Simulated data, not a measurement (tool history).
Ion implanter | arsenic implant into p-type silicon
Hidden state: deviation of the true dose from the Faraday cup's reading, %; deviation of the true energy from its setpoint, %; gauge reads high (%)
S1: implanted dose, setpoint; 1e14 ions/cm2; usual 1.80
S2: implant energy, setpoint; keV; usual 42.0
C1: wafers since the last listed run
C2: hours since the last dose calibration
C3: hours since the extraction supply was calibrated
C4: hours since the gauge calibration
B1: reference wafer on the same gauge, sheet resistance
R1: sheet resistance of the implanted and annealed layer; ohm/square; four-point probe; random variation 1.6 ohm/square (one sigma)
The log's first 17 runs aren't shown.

run   hour    S1    S2   C1      C2      C3     C4      B1      R1
 18  404.5  2.05  42.0  491  1634.8  2366.8   46.6  403.49  318.78
 19  420.4  1.80  42.0  228  1650.7  2382.7   62.5  402.09  350.30
 20  452.5  1.26  56.5  462  1682.8  2414.8   94.6  402.72  426.69
 21  488.1  1.80  42.0  512  1718.4  2450.4  130.2  402.64  351.81
 22  511.2  2.02  42.0  332  1741.5  2473.5  153.3  402.72  320.87
     544.4  -- extraction supply calibrated
 23  546.2  1.37  34.0  388  1776.5     1.8  188.3  403.11  436.88
 24  577.1  1.65  31.5  444  1807.4    32.7  219.2  402.19  388.56
 25  625.1  1.80  42.0  691  1855.4    80.7  267.2  402.84  350.82
     638.8  -- Faraday cup replaced and dose calibrated
 26  653.1  1.97  33.5  288    14.3   108.7  295.2  402.53  354.08
 27  685.2  1.80  32.5  462    46.4   140.8  327.3  402.00  376.04
 28  720.0  1.62  50.0  501    81.2   175.6  362.1  402.70  374.96
 29  747.2  1.43  47.0  391   108.4   202.8  389.3  402.84  416.88
 30  781.1  1.80  42.0  488   142.3   236.7  423.2  403.04  358.42
 31  814.2  1.29  31.0  476   175.4   269.8  456.3  402.80  478.35
 32  828.9  1.38  49.0  211   190.1   284.5  471.0  403.11  423.03
 33  847.1  1.47  35.0  262   208.3   302.7  489.2  402.73  429.26
 34  882.1  1.80  42.0  504   243.3   337.7  524.2  402.83  358.06
 35  910.9  1.42  28.0  414   272.1   366.5  553.0  402.88  452.97
 36  946.1  1.66  38.0  506   307.3   401.7  588.2  402.93  388.45

Forecast each of these 5 alternatives for the next run:
  A  946.5  1.54  42.0   5  307.7  402.1  588.6   ?   ?
  B  946.5  1.28  37.0   5  307.7  402.1  588.6   ?   ?
  C  946.5  2.02  30.0   5  307.7  402.1  588.6   ?   ?
  D  946.5  1.52  32.0   5  307.7  402.1  588.6   ?   ?
  E  946.5  1.52  42.0   5  307.7  402.1  588.6   ?   ?

run      B1      R1
  A  402.61  395.86
  B  402.61  460.14
  C  402.61  344.43
  D  402.61  418.48
  E  402.61  399.47
Without the tool's hidden state the same runs would have given:
run      R1
  A  398.43
  B  463.10
  C  346.78
  D  421.25
  E  402.07

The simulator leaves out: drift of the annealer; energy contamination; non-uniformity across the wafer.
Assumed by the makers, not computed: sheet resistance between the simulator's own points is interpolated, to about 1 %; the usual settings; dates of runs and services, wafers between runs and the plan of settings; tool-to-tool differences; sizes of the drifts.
